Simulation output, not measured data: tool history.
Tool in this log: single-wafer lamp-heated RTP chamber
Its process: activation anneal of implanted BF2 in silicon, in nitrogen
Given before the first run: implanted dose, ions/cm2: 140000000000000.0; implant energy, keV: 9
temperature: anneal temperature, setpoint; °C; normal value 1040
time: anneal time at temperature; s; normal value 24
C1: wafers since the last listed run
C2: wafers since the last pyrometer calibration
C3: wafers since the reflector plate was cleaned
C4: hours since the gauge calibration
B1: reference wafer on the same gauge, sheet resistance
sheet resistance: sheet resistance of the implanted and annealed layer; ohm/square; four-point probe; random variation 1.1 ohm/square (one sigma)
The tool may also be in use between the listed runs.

Run 1, hour 0.0: usual settings; C1 0; C2 697; C3 3676; C4 241.8; B1 632.88. Result: sheet resistance 750.74 ohm/square.
Run 2, hour 37.1: usual settings; C1 695; C2 1393; C3 4371; C4 278.9; B1 633.59. Result: sheet resistance 751.01 ohm/square.
Run 3, hour 78.5: usual settings; C1 776; C2 2169; C3 5148; C4 320.3; B1 633.65. Result: sheet resistance 751.44 ohm/square.
Run 4, hour 148.2: usual settings but time 13 s; C1 1306; C2 3476; C3 6455; C4 390.0; B1 632.68. Result: sheet resistance 770.02 ohm/square.
Run 5, hour 214.2: usual settings; C1 1237; C2 4713; C3 7692; C4 456.0; B1 632.97. Result: sheet resistance 745.87 ohm/square.
Run 6, hour 245.0: usual settings; C1 577; C2 5291; C3 8270; C4 486.8; B1 633.12. Result: sheet resistance 744.10 ohm/square.
At hour 290.0: pyrometer window cleaned and pyrometer calibrated.
Run 7, hour 290.5: usual settings; C1 703; C2 8; C3 8973; C4 532.3; B1 633.55. Result: sheet resistance 748.63 ohm/square.
At hour 290.6: gauge calibrated.
Run 8, hour 318.7: usual settings but time 29 s; C1 528; C2 537; C3 9502; C4 28.1; B1 633.40. Result: sheet resistance 741.16 ohm/square.
Run 9, hour 363.3: usual settings; C1 836; C2 1373; C3 10338; C4 72.7; B1 633.35. Result: sheet resistance 747.79 ohm/square.
Run 10, hour 415.0: usual settings; C1 969; C2 2342; C3 11308; C4 124.4; B1 632.94. Result: sheet resistance 746.91 ohm/square.
Run 11, hour 444.6: usual settings but time 10 s; C1 555; C2 2898; C3 11863; C4 154.0; B1 633.22. Result: sheet resistance 773.97 ohm/square.
Run 12, hour 503.9: usual settings but temperature 1053 °C, time 19 s; C1 1111; C2 4009; C3 12975; C4 213.3; B1 632.35. Result: sheet resistance 743.23 ohm/square.
At hour 548.9: reflector plate cleaned.
Run 13, hour 566.2: usual settings but temperature 1050 °C, time 30 s; C1 1018; C2 5028; C3 324; C4 275.6; B1 633.05. Result: sheet resistance 731.67 ohm/square.
At hour 575.8: pyrometer window cleaned and pyrometer calibrated.
Run 14, hour 622.9: usual settings but temperature 1013 °C, time 17 s; C1 913; C2 884; C3 1237; C4 332.3; B1 632.82. Result: sheet resistance 774.15 ohm/square.

Predict the results of run 15:
Run 15, hour 649.9: usual settings but temperature 1021 °C, time 18 s; C1 506; C2 1390; C3 1743; C4 359.3; B1 ?. Result: sheet resistance ?.

{"run 15": {"B1": 632.79, "sheet resistance": 769.69}}
Without the tool's hidden state the same run would have given sheet resistance 770.33 ohm/square.
